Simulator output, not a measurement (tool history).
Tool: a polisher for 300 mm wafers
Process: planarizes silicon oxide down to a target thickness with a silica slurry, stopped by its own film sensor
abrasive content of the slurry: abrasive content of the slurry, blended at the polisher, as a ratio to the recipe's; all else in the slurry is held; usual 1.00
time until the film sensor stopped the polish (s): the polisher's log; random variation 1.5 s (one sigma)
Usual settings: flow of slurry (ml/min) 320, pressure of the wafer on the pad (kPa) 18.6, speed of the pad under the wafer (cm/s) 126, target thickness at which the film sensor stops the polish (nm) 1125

run,hour,flow of slurry (ml/min),pressure of the wafer on the pad (kPa),speed of the pad under the wafer (cm/s),abrasive content of the slurry,target thickness at which the film sensor stops the polish (nm),wafers since the last listed run,wafers polished on this pad,hours since the slurry nozzle was cleaned,hours since the head pressure was calibrated,hours since the slurry blender was calibrated,hours since the conditioning disc was replaced,"incoming thickness of the incoming film, nm",time until the film sensor stopped the polish (s)
1,0.0,320,18.6,126,1.00,1087,0,379,295.2,847.6,58.9,214.0,1364.1,127.4
2,7.6,320,18.6,126,1.00,1087,76,455,302.8,855.2,66.5,221.6,1347.9,119.9
# hour 13.2: conditioning disc replaced and pad reconditioned
3,15.6,280,18.6,126,0.90,1125,60,516,310.8,863.2,74.5,2.4,1370.7,118.6
4,23.0,280,18.6,126,0.90,1125,74,590,318.2,870.6,81.9,9.8,1386.1,126.2
5,40.2,320,21.4,126,1.00,1149,173,763,335.4,887.8,99.1,27.0,1376.8,93.4
6,54.5,320,18.6,126,0.90,1125,143,907,349.7,902.1,113.4,41.3,1363.0,109.9
# hour 71.6: worn pad replaced by a new one
# hour 73.7: head pressure recalibrated
7,74.2,320,18.6,92,1.00,1125,137,5,369.4,0.5,133.1,61.0,1373.1,144.4
8,83.9,320,18.6,126,1.00,1125,97,103,379.1,10.2,142.8,70.7,1349.3,102.9
9,96.9,275,18.6,126,1.00,1076,130,234,392.1,23.2,155.8,83.7,1344.4,123.5
10,113.8,375,13.1,126,1.25,1125,169,404,409.0,40.1,172.7,100.6,1374.4,129.3
11,122.7,320,18.6,126,1.00,1125,89,493,417.9,49.0,181.6,109.5,1337.2,98.8
12,162.8,320,18.6,126,1.00,1125,403,896,458.0,89.1,221.7,149.6,1353.3,103.8
# hour 166.2: slurry nozzle cleaned
13,171.0,320,18.6,92,1.15,1125,72,969,4.8,97.3,229.9,157.8,1387.8,149.1
14,177.5,320,18.6,90,0.70,1125,65,1034,11.3,103.8,236.4,164.3,1366.9,158.2
# hour 196.0: worn pad replaced by a new one
15,196.5,320,18.6,126,1.00,1125,150,4,30.3,122.8,255.4,183.3,1365.9,111.7
# hour 204.4: slurry blender recalibrated
16,204.7,320,23.4,126,1.00,1125,62,67,38.5,131.0,0.3,191.5,1359.0,92.1
17,217.9,275,24.1,126,1.00,1158,132,200,51.7,144.2,13.5,204.7,1345.9,73.6
18,230.6,320,16.5,126,1.00,1125,127,327,64.4,156.9,26.2,217.4,1353.1,112.3
19,243.2,370,18.6,100,1.00,1164,126,454,77.0,169.5,38.8,230.0,1343.5,97.6
20,256.3,210,18.6,108,1.00,1056,131,586,90.1,182.6,51.9,243.1,1376.2,171.2
# hour 267.0: conditioning disc replaced and pad reconditioned
21,274.0,320,18.6,114,1.00,1046,157,744,107.8,200.3,69.6,7.0,1342.9,147.1
22,284.9,320,15.9,126,0.75,1125,109,853,118.7,211.2,80.5,17.9,1356.6,126.3
23,296.1,280,18.6,126,0.90,1125,112,966,129.9,222.4,91.7,29.1,1357.3,112.5
24,312.6,240,18.6,138,0.85,1164,165,1132,146.4,238.9,108.2,45.6,1375.4,100.0
# hour 324.2: worn pad replaced by a new one
25,326.1,285,23.4,88,1.00,1093,95,18,159.9,252.4,121.7,59.1,1352.3,139.9
26,336.6,320,18.6,126,1.00,1125,105,124,170.4,262.9,132.2,69.6,1358.1,106.6

3 ways to go on from here, each from the tool as it stands after run 26. What would each give?
A,337.1,320,18.6,126,1.00,1077,5,129,170.9,263.4,132.7,70.1,1372.7,?
B,337.1,255,16.5,156,1.00,1059,5,129,170.9,263.4,132.7,70.1,1372.7,?
C,337.1,245,18.6,126,1.00,1125,5,129,170.9,263.4,132.7,70.1,1372.7,?

run,time until the film sensor stopped the polish (s)
A,133.5
B,131.6
C,115.2
Without the tool's hidden state the same runs would have given:
run,time until the film sensor stopped the polish (s)
A,133.5
B,131.6
C,115.2

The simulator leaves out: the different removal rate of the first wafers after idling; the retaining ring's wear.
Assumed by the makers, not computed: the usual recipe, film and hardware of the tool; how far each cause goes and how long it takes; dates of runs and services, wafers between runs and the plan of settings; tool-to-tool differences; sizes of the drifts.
